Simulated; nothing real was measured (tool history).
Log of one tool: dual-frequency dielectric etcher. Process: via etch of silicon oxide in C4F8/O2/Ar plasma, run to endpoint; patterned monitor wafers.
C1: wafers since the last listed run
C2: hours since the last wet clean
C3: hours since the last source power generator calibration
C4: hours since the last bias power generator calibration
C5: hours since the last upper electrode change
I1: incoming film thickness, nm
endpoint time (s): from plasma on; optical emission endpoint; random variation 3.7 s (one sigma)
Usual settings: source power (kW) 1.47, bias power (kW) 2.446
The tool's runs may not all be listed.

run 1 day=0 | source_power_(kW)=1.76 bias_power_(kW)=2.446 | C1=0 C2=2.5 C3=3006.2 C4=2578.9 C5=2917.8 | I1=1986 | endpoint_time_(s)=407.5
run 2 day=2.812 | source_power_(kW)=1.47 bias_power_(kW)=2.446 | C1=309 C2=70 C3=3073.7 C4=2646.4 C5=2985.3 | I1=1970.4 | endpoint_time_(s)=429.1
run 3 day=4.662 | source_power_(kW)=1.47 bias_power_(kW)=2.446 | C1=203 C2=114.4 C3=3118.1 C4=2690.8 C5=3029.7 | I1=1970.6 | endpoint_time_(s)=426
run 4 day=5.733 | source_power_(kW)=1.47 bias_power_(kW)=2.446 | C1=117 C2=140.1 C3=3143.8 C4=2716.5 C5=3055.4 | I1=1958.3 | endpoint_time_(s)=417.7
run 5 day=7.925 | source_power_(kW)=1.47 bias_power_(kW)=2.446 | C1=241 C2=192.7 C3=3196.4 C4=2769.1 C5=3108 | I1=1981.5 | endpoint_time_(s)=429.4
run 6 day=9.617 | source_power_(kW)=1.47 bias_power_(kW)=2.248 | C1=186 C2=233.3 C3=3237 C4=2809.7 C5=3148.6 | I1=1968.5 | endpoint_time_(s)=438.5
run 7 day=11.425 | source_power_(kW)=1.47 bias_power_(kW)=2.797 | C1=199 C2=276.7 C3=3280.4 C4=2853.1 C5=3192 | I1=1986.3 | endpoint_time_(s)=405.3
run 8 day=13.396 | source_power_(kW)=1.47 bias_power_(kW)=2.797 | C1=216 C2=324 C3=3327.7 C4=2900.4 C5=3239.3 | I1=1957.5 | endpoint_time_(s)=395.6
run 9 day=15.762 | source_power_(kW)=1.47 bias_power_(kW)=2.797 | C1=260 C2=380.8 C3=3384.5 C4=2957.2 C5=3296.1 | I1=1959.5 | endpoint_time_(s)=396.9
run 10 day=18.875 | source_power_(kW)=1.47 bias_power_(kW)=2.446 | C1=342 C2=455.5 C3=3459.2 C4=3031.9 C5=3370.8 | I1=1977.7 | endpoint_time_(s)=417.3
run 11 day=20.125 | source_power_(kW)=1.47 bias_power_(kW)=2.446 | C1=137 C2=485.5 C3=3489.2 C4=3061.9 C5=3400.8 | I1=1970.7 | endpoint_time_(s)=414.8
-- day=21.642 wet clean of the chamber
run 12 day=21.979 | source_power_(kW)=1.47 bias_power_(kW)=2.115 | C1=94 C2=8.1 C3=3533.7 C4=3106.4 C5=3445.3 | I1=1989.1 | endpoint_time_(s)=458.1
run 13 day=24.067 | source_power_(kW)=1.47 bias_power_(kW)=2.446 | C1=229 C2=58.2 C3=3583.8 C4=3156.5 C5=3495.4 | I1=1966 | endpoint_time_(s)=427.4
-- day=24.854 source power generator calibrated
run 14 day=32.912 | source_power_(kW)=1.47 bias_power_(kW)=2.446 | C1=955 C2=270.5 C3=193.4 C4=3368.8 C5=3707.7 | I1=1990.7 | endpoint_time_(s)=426.5
run 15 day=35.504 | source_power_(kW)=1.47 bias_power_(kW)=2.446 | C1=285 C2=332.7 C3=255.6 C4=3431 C5=3769.9 | I1=1980.9 | endpoint_time_(s)=419.7
run 16 day=38.283 | source_power_(kW)=1.63 bias_power_(kW)=2.204 | C1=305 C2=399.4 C3=322.3 C4=3497.7 C5=3836.6 | I1=1984.8 | endpoint_time_(s)=408.7
run 17 day=39.942 | source_power_(kW)=1.47 bias_power_(kW)=2.446 | C1=182 C2=439.2 C3=362.1 C4=3537.5 C5=3876.4 | I1=1968.6 | endpoint_time_(s)=414
-- day=41.183 wet clean of the chamber
run 18 day=41.558 | source_power_(kW)=1.66 bias_power_(kW)=2.446 | C1=67 C2=9 C3=400.9 C4=3576.3 C5=3915.2 | I1=1997 | endpoint_time_(s)=417
run 19 day=44.175 | source_power_(kW)=1.47 bias_power_(kW)=2.446 | C1=288 C2=71.8 C3=463.7 C4=3639.1 C5=3978 | I1=1987.6 | endpoint_time_(s)=433.7
run 20 day=46.883 | source_power_(kW)=1.17 bias_power_(kW)=2.097 | C1=298 C2=136.8 C3=528.7 C4=3704.1 C5=4043 | I1=2006.8 | endpoint_time_(s)=492.2
-- day=51.775 bias power generator calibrated
run 21 day=52.888 | source_power_(kW)=1.77 bias_power_(kW)=2.195 | C1=642 C2=280.9 C3=672.8 C4=26.7 C5=4187.1 | I1=1961.9 | endpoint_time_(s)=399
run 22 day=53.962 | source_power_(kW)=1.1 bias_power_(kW)=2.663 | C1=118 C2=306.7 C3=698.6 C4=52.5 C5=4212.9 | I1=1963.9 | endpoint_time_(s)=448.3
-- day=56.008 upper electrode replaced
run 23 day=56.721 | source_power_(kW)=1.84 bias_power_(kW)=2.268 | C1=193 C2=372.9 C3=764.8 C4=118.7 C5=17.1 | I1=1975.5 | endpoint_time_(s)=395.1
-- day=59.838 wet clean of the chamber
run 24 day=59.858 | source_power_(kW)=1.31 bias_power_(kW)=2.789 | C1=235 C2=0.5 C3=840.1 C4=194 C5=92.4 | I1=1967.4 | endpoint_time_(s)=426.8
run 25 day=62.421 | source_power_(kW)=1.18 bias_power_(kW)=2.783 | C1=282 C2=62 C3=901.6 C4=255.5 C5=153.9 | I1=1983.2 | endpoint_time_(s)=443.6
run 26 day=64.371 | source_power_(kW)=1.15 bias_power_(kW)=2.807 | C1=214 C2=108.8 C3=948.4 C4=302.3 C5=200.7 | I1=1993.8 | endpoint_time_(s)=441.1
run 27 day=65.546 | source_power_(kW)=1.76 bias_power_(kW)=2.663 | C1=129 C2=137 C3=976.6 C4=330.5 C5=228.9 | I1=1993.9 | endpoint_time_(s)=390.7
run 28 day=66.921 | source_power_(kW)=1.47 bias_power_(kW)=2.446 | C1=151 C2=170 C3=1009.6 C4=363.5 C5=261.9 | I1=1962.6 | endpoint_time_(s)=428.1
run 29 day=67.958 | source_power_(kW)=1.47 bias_power_(kW)=2.158 | C1=114 C2=194.9 C3=1034.5 C4=388.4 C5=286.8 | I1=1981.2 | endpoint_time_(s)=442.4
run 30 day=70.896 | source_power_(kW)=1.47 bias_power_(kW)=2.446 | C1=323 C2=265.4 C3=1105 C4=458.9 C5=357.3 | I1=1974.3 | endpoint_time_(s)=427.6
run 31 day=73.875 | source_power_(kW)=1.47 bias_power_(kW)=2.446 | C1=327 C2=336.9 C3=1176.5 C4=530.4 C5=428.8 | I1=1983.3 | endpoint_time_(s)=422.5
run 32 day=76.854 | source_power_(kW)=1.47 bias_power_(kW)=1.971 | C1=327 C2=408.4 C3=1248 C4=601.9 C5=500.3 | I1=1972 | endpoint_time_(s)=452.1
-- day=82.867 wet clean of the chamber
run 33 day=84.271 | source_power_(kW)=1.59 bias_power_(kW)=2.833 | C1=706 C2=33.7 C3=1426 C4=779.9 C5=678.3 | I1=1979.1 | endpoint_time_(s)=401
run 34 day=86.054 | source_power_(kW)=1.63 bias_power_(kW)=2.652 | C1=196 C2=76.5 C3=1468.8 C4=822.7 C5=721.1 | I1=2007 | endpoint_time_(s)=409.9
run 35 day=87.604 | source_power_(kW)=1.47 bias_power_(kW)=2.446 | C1=170 C2=113.7 C3=1506 C4=859.9 C5=758.3 | I1=1980.5 | endpoint_time_(s)=425.6
run 36 day=89.696 | source_power_(kW)=1.47 bias_power_(kW)=2.446 | C1=230 C2=163.9 C3=1556.2 C4=910.1 C5=808.5 | I1=1980.3 | endpoint_time_(s)=428.8

3 ways to go on from here, each from the tool as it stands after run 36. What would each give?
run A day=89.717 | source_power_(kW)=1.47 bias_power_(kW)=2.446 | C1=2 C2=164.4 C3=1556.7 C4=910.6 C5=809 | I1=1982.6 | endpoint_time_(s)=?
run B day=89.717 | source_power_(kW)=1.13 bias_power_(kW)=2.815 | C1=2 C2=164.4 C3=1556.7 C4=910.6 C5=809 | I1=1982.6 | endpoint_time_(s)=?
run C day=89.717 | source_power_(kW)=1.21 bias_power_(kW)=2.723 | C1=2 C2=164.4 C3=1556.7 C4=910.6 C5=809 | I1=1982.6 | endpoint_time_(s)=?

run=A endpoint_time_(s)=432.7
run=B endpoint_time_(s)=450.7
run=C endpoint_time_(s)=445.7
Without the tool's hidden state the same runs would have given:
run=A endpoint_time_(s)=439.4
run=B endpoint_time_(s)=457.8
run=C endpoint_time_(s)=452.6
